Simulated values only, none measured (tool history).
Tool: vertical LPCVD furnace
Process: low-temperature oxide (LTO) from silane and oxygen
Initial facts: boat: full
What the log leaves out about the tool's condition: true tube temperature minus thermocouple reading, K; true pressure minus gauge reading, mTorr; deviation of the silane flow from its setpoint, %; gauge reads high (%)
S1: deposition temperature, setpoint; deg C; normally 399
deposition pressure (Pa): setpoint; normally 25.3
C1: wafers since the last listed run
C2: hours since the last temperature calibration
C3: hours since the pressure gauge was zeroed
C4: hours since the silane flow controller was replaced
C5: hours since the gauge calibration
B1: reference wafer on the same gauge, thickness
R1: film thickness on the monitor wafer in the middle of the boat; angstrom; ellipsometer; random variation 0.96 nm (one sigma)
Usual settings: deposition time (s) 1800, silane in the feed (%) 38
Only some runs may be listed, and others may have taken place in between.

run 1 hour=0.0 | S1=399 deposition_pressure_(Pa)=25.3 deposition_time_(s)=1800 silane_in_the_feed_(%)=38 | C1=0 C2=1318.8 C3=3403.3 C4=4757.6 C5=480.5 | B1=214.14 | R1=2289.4
-- hour=9.8 gauge calibrated
run 2 hour=13.6 | S1=399 deposition_pressure_(Pa)=25.3 deposition_time_(s)=1800 silane_in_the_feed_(%)=38 | C1=177 C2=1332.4 C3=3416.9 C4=4771.2 C5=3.8 | B1=210.73 | R1=2266.3
run 3 hour=40.3 | S1=399 deposition_pressure_(Pa)=25.3 deposition_time_(s)=1800 silane_in_the_feed_(%)=38 | C1=348 C2=1359.1 C3=3443.6 C4=4797.9 C5=30.5 | B1=211.30 | R1=2278.7
run 4 hour=56.4 | S1=399 deposition_pressure_(Pa)=25.3 deposition_time_(s)=1800 silane_in_the_feed_(%)=34 | C1=210 C2=1375.2 C3=3459.7 C4=4814.0 C5=46.6 | B1=211.37 | R1=1958.5
run 5 hour=75.0 | S1=399 deposition_pressure_(Pa)=25.3 deposition_time_(s)=1800 silane_in_the_feed_(%)=34 | C1=242 C2=1393.8 C3=3478.3 C4=4832.6 C5=65.2 | B1=211.50 | R1=1953.1
run 6 hour=107.8 | S1=399 deposition_pressure_(Pa)=25.3 deposition_time_(s)=1800 silane_in_the_feed_(%)=34 | C1=428 C2=1426.6 C3=3511.1 C4=4865.4 C5=98.0 | B1=211.68 | R1=1955.6
run 7 hour=138.3 | S1=399 deposition_pressure_(Pa)=24.0 deposition_time_(s)=1800 silane_in_the_feed_(%)=38 | C1=398 C2=1457.1 C3=3541.6 C4=4895.9 C5=128.5 | B1=211.46 | R1=2159.5
run 8 hour=156.7 | S1=399 deposition_pressure_(Pa)=24.0 deposition_time_(s)=1800 silane_in_the_feed_(%)=38 | C1=240 C2=1475.5 C3=3560.0 C4=4914.3 C5=146.9 | B1=212.15 | R1=2140.3
run 9 hour=262.4 | S1=399 deposition_pressure_(Pa)=24.0 deposition_time_(s)=1800 silane_in_the_feed_(%)=38 | C1=1380 C2=1581.2 C3=3665.7 C4=5020.0 C5=252.6 | B1=212.65 | R1=2165.5
-- hour=295.3 silane flow controller replaced
run 10 hour=295.8 | S1=399 deposition_pressure_(Pa)=25.3 deposition_time_(s)=1800 silane_in_the_feed_(%)=38 | C1=122 C2=1614.6 C3=3699.1 C4=0.5 C5=286.0 | B1=212.86 | R1=2288.4
-- hour=330.4 pressure gauge zeroed
run 11 hour=330.9 | S1=399 deposition_pressure_(Pa)=25.3 deposition_time_(s)=1800 silane_in_the_feed_(%)=38 | C1=144 C2=1649.7 C3=0.5 C4=35.6 C5=321.1 | B1=212.87 | R1=2284.6
run 12 hour=342.1 | S1=399 deposition_pressure_(Pa)=25.3 deposition_time_(s)=1800 silane_in_the_feed_(%)=38 | C1=146 C2=1660.9 C3=11.7 C4=46.8 C5=332.3 | B1=213.25 | R1=2289.9
run 13 hour=359.2 | S1=403 deposition_pressure_(Pa)=22.7 deposition_time_(s)=1590 silane_in_the_feed_(%)=41 | C1=223 C2=1678.0 C3=28.8 C4=63.9 C5=349.4 | B1=213.23 | R1=2080.1
run 14 hour=389.5 | S1=389 deposition_pressure_(Pa)=25.3 deposition_time_(s)=1380 silane_in_the_feed_(%)=31 | C1=395 C2=1708.3 C3=59.1 C4=94.2 C5=379.7 | B1=213.25 | R1=1182.9
run 15 hour=403.8 | S1=409 deposition_pressure_(Pa)=28.0 deposition_time_(s)=1560 silane_in_the_feed_(%)=43 | C1=186 C2=1722.6 C3=73.4 C4=108.5 C5=394.0 | B1=213.64 | R1=2837.4
run 16 hour=417.5 | S1=399 deposition_pressure_(Pa)=20.0 deposition_time_(s)=1470 silane_in_the_feed_(%)=38 | C1=178 C2=1736.3 C3=87.1 C4=122.2 C5=407.7 | B1=213.61 | R1=1478.6
run 17 hour=430.6 | S1=399 deposition_pressure_(Pa)=25.3 deposition_time_(s)=1530 silane_in_the_feed_(%)=38 | C1=171 C2=1749.4 C3=100.2 C4=135.3 C5=420.8 | B1=213.68 | R1=1957.3
run 18 hour=463.1 | S1=399 deposition_pressure_(Pa)=30.0 deposition_time_(s)=1290 silane_in_the_feed_(%)=38 | C1=424 C2=1781.9 C3=132.7 C4=167.8 C5=453.3 | B1=213.77 | R1=1950.4
run 19 hour=484.5 | S1=399 deposition_pressure_(Pa)=25.3 deposition_time_(s)=1800 silane_in_the_feed_(%)=38 | C1=279 C2=1803.3 C3=154.1 C4=189.2 C5=474.7 | B1=214.30 | R1=2321.1
-- hour=518.6 thermocouples replaced and temperature profile calibrated
run 20 hour=519.1 | S1=392 deposition_pressure_(Pa)=25.3 deposition_time_(s)=1800 silane_in_the_feed_(%)=45 | C1=138 C2=0.5 C3=188.7 C4=223.8 C5=509.3 | B1=214.48 | R1=2587.2
-- hour=531.0 gauge calibrated
run 21 hour=542.4 | S1=407 deposition_pressure_(Pa)=25.3 deposition_time_(s)=1800 silane_in_the_feed_(%)=34 | C1=304 C2=23.8 C3=212.0 C4=247.1 C5=11.4 | B1=210.48 | R1=2134.0
run 22 hour=560.6 | S1=399 deposition_pressure_(Pa)=25.3 deposition_time_(s)=1800 silane_in_the_feed_(%)=38 | C1=237 C2=42.0 C3=230.2 C4=265.3 C5=29.6 | B1=210.48 | R1=2251.2
run 23 hour=593.0 | S1=404 deposition_pressure_(Pa)=25.3 deposition_time_(s)=2340 silane_in_the_feed_(%)=44 | C1=423 C2=74.4 C3=262.6 C4=297.7 C5=62.0 | B1=210.77 | R1=3689.0

For run 24, what comes out?
run 24 hour=690.7 | S1=399 deposition_pressure_(Pa)=25.3 deposition_time_(s)=1800 silane_in_the_feed_(%)=38 | C1=1276 C2=172.1 C3=360.3 C4=395.4 C5=159.7 | B1=? | R1=?

{"run 24": {"B1": 211.28, "R1": 2270.8}}
If the tool had no hidden condition, the same run with the same run-to-run variation would have returned R1 2267.0 angstrom.
